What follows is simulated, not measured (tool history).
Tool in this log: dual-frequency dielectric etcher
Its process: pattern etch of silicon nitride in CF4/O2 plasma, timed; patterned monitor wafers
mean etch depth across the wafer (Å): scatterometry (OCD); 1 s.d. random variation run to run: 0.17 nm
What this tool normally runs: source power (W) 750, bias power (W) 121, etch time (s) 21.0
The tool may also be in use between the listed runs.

run,hour,source power (W),bias power (W),etch time (s),wafers since the last listed run,hours since the last wet clean,hours since the last source power generator calibration,hours since the last bias power generator calibration,hours since the last upper electrode change,hours since the gauge calibration,"read-back reference wafer on the same gauge, depth_nm",mean etch depth across the wafer (Å)
1,0.0,750,121,21.0,0,400.6,3362.4,3875.3,4488.1,296.8,50.4,572
2,58.7,750,121,21.0,527,459.3,3421.1,3934.0,4546.8,355.5,50.4,571
# hour 93.0: wet clean of the chamber
3,150.9,750,121,21.0,613,57.9,3513.3,4026.2,4639.0,447.7,50.4,564
4,219.5,750,138,21.0,616,126.5,3581.9,4094.8,4707.6,516.3,50.4,604
5,303.4,750,138,21.0,754,210.4,3665.8,4178.7,4791.5,600.2,50.3,604
6,358.1,700,121,21.0,491,265.1,3720.5,4233.4,4846.2,654.9,50.4,525
7,417.0,700,121,21.0,529,324.0,3779.4,4292.3,4905.1,713.8,50.4,524
8,456.4,700,121,21.0,354,363.4,3818.8,4331.7,4944.5,753.2,50.4,527
# hour 538.6: gauge calibrated
9,559.8,750,121,21.0,929,466.8,3922.2,4435.1,5047.9,21.2,50.4,567
# hour 610.6: upper electrode replaced
# hour 646.5: wet clean of the chamber
# hour 659.1: source power generator calibrated
10,659.6,750,132,21.0,429,13.1,0.5,4534.9,49.0,121.0,50.4,614
11,751.0,750,146,21.0,821,104.5,91.9,4626.3,140.4,212.4,50.4,650
12,835.1,830,97,25.5,755,188.6,176.0,4710.4,224.5,296.5,50.4,699
# hour 868.9: bias power generator calibrated
13,914.8,830,121,15.5,680,268.3,255.7,45.9,304.2,376.2,50.4,482
14,1021.7,750,121,21.0,960,375.2,362.6,152.8,411.1,483.1,50.4,590
15,1103.5,650,132,18.5,735,457.0,444.4,234.6,492.9,564.9,50.4,474
16,1164.8,830,121,15.5,551,518.3,505.7,295.9,554.2,626.2,50.4,487
# hour 1213.5: gauge calibrated
# hour 1275.6: wet clean of the chamber
17,1276.1,750,130,15.5,784,0.5,617.0,407.2,665.5,62.6,50.4,447

Alternative continuations, all from the tool just after run 17; predict every row:
A,1276.5,750,110,21.0,3,0.9,617.4,407.6,665.9,63.0,?,?
B,1276.5,570,130,17.5,3,0.9,617.4,407.6,665.9,63.0,?,?
C,1276.5,750,121,17.0,3,0.9,617.4,407.6,665.9,63.0,?,?

run,"read-back reference wafer on the same gauge, depth_nm",mean etch depth across the wafer (Å)
A,50.4,555
B,50.4,378
C,50.4,473
Take away the tool's hidden state, keep each run's random variation, and the runs would have read:
run,mean etch depth across the wafer (Å)
A,552
B,376
C,471

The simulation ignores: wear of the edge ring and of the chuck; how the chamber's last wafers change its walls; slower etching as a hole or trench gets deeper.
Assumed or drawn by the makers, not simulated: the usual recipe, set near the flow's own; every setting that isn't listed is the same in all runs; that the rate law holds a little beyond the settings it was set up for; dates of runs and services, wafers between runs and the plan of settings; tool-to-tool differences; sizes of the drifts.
